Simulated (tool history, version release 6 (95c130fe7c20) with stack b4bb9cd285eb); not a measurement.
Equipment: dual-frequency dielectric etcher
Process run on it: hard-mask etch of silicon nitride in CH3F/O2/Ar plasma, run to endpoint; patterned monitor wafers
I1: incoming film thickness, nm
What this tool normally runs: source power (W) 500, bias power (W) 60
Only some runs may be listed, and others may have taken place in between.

Run 1, day 0: usual settings but source power (W) 440; I1 34.83. Result: endpoint time (s) 50.8.
Run 2, day 2.679: usual settings but source power (W) 560; I1 34.97. Result: endpoint time (s) 45.9.
Run 3, day 4.325: usual settings but source power (W) 560; I1 35.19. Result: endpoint time (s) 46.2.
Run 4, day 10.529: usual settings but source power (W) 560; I1 34.94. Result: endpoint time (s) 45.5.
Run 5, day 11.854: usual settings; I1 34.67. Result: endpoint time (s) 48.1.
At day 13.308: wet clean of the chamber.
Run 6, day 14.667: usual settings; I1 34.84. Result: endpoint time (s) 48.1.
Run 7, day 16.379: usual settings; I1 35.28. Result: endpoint time (s) 48.8.
Run 8, day 18.296: usual settings; I1 34.92. Result: endpoint time (s) 48.4.
Run 9, day 19.675: usual settings but source power (W) 530; I1 35. Result: endpoint time (s) 46.9.
Run 10, day 22.346: usual settings; I1 34.89. Result: endpoint time (s) 48.1.
At day 24.333: upper electrode replaced.
Run 11, day 24.988: usual settings but bias power (W) 49; I1 34.57. Result: endpoint time (s) 50.4.
At day 25.338: bias power generator calibrated.
Run 12, day 27.158: usual settings but bias power (W) 49; I1 35.07. Result: endpoint time (s) 51.6.
Run 13, day 34.608: usual settings but bias power (W) 63; I1 35.2. Result: endpoint time (s) 48.
Run 14, day 36.296: usual settings but bias power (W) 56; I1 34.78. Result: endpoint time (s) 49.2.
At day 38.071: wet clean of the chamber.
Run 15, day 38.092: usual settings but source power (W) 600, bias power (W) 51; I1 34.87. Result: endpoint time (s) 46.7.
Run 16, day 40.679: usual settings but bias power (W) 63; I1 35.12. Result: endpoint time (s) 47.8.
Run 17, day 43.25: usual settings but source power (W) 550, bias power (W) 69; I1 34.74. Result: endpoint time (s) 43.9.
Run 18, day 44.879: usual settings; I1 34.72. Result: endpoint time (s) 47.9.
Run 19, day 45.892: usual settings; I1 34.93. Result: endpoint time (s) 48.2.
At day 48.138: source power generator calibrated.
Run 20, day 48.2: usual settings but source power (W) 390, bias power (W) 45; I1 34.97. Result: endpoint time (s) 57.6.
Run 21, day 49.358: usual settings but source power (W) 560, bias power (W) 67; I1 34.27. Result: endpoint time (s) 42.7.
Run 22, day 51.104: usual settings but source power (W) 600, bias power (W) 69; I1 34.77. Result: endpoint time (s) 41.5.
Run 23, day 52.671: usual settings but source power (W) 450; I1 34.8. Result: endpoint time (s) 49.8.
Run 24, day 54.662: usual settings but source power (W) 590, bias power (W) 56; I1 34.7. Result: endpoint time (s) 45.2.
Run 25, day 55.888: usual settings but source power (W) 600; I1 34.64. Result: endpoint time (s) 43.5.
Run 26, day 58.179: usual settings but source power (W) 540, bias power (W) 74; I1 34.88. Result: endpoint time (s) 43.
Run 27, day 59.729: usual settings; I1 35.06. Result: endpoint time (s) 48.
At day 62.138: wet clean of the chamber.
Run 28, day 62.158: usual settings but source power (W) 390, bias power (W) 50; I1 34.87. Result: endpoint time (s) 56.
Run 29, day 62.775: usual settings but source power (W) 380, bias power (W) 74; I1 34.71. Result: endpoint time (s) 50.1.
Run 30, day 64.292: usual settings but source power (W) 530, bias power (W) 54; I1 34.92. Result: endpoint time (s) 48.1.
Run 31, day 67.146: usual settings but bias power (W) 54; I1 34.69. Result: endpoint time (s) 49.
Run 32, day 69.104: usual settings; I1 34.7. Result: endpoint time (s) 47.6.
Run 33, day 71.217: usual settings but bias power (W) 75; I1 35.06. Result: endpoint time (s) 44.8.
Run 34, day 74.088: usual settings but source power (W) 410, bias power (W) 49; I1 34.75. Result: endpoint time (s) 55.3.
Run 35, day 75.321: usual settings; I1 34.77. Result: endpoint time (s) 47.3.
Run 36, day 77.633: usual settings but source power (W) 600, bias power (W) 65; I1 34.7. Result: endpoint time (s) 42.8.

What if the next run were any one of these 3? Each begins from the tool's condition after run 36:
Run A, day 77.65: usual settings but source power (W) 390; I1 34.75. Result: endpoint time (s) ?.
Run B, day 77.65: usual settings but source power (W) 590, bias power (W) 55; I1 34.75. Result: endpoint time (s) ?.
Run C, day 77.65: usual settings but bias power (W) 50; I1 34.75. Result: endpoint time (s) ?.

run  endpoint time (s)
  A               53.2
  B               45.4
  C               50.2
Stripped of hidden state, with their random variation kept, the same runs would have yielded:
run  endpoint time (s)
  A               52.8
  B               45.1
  C               49.9
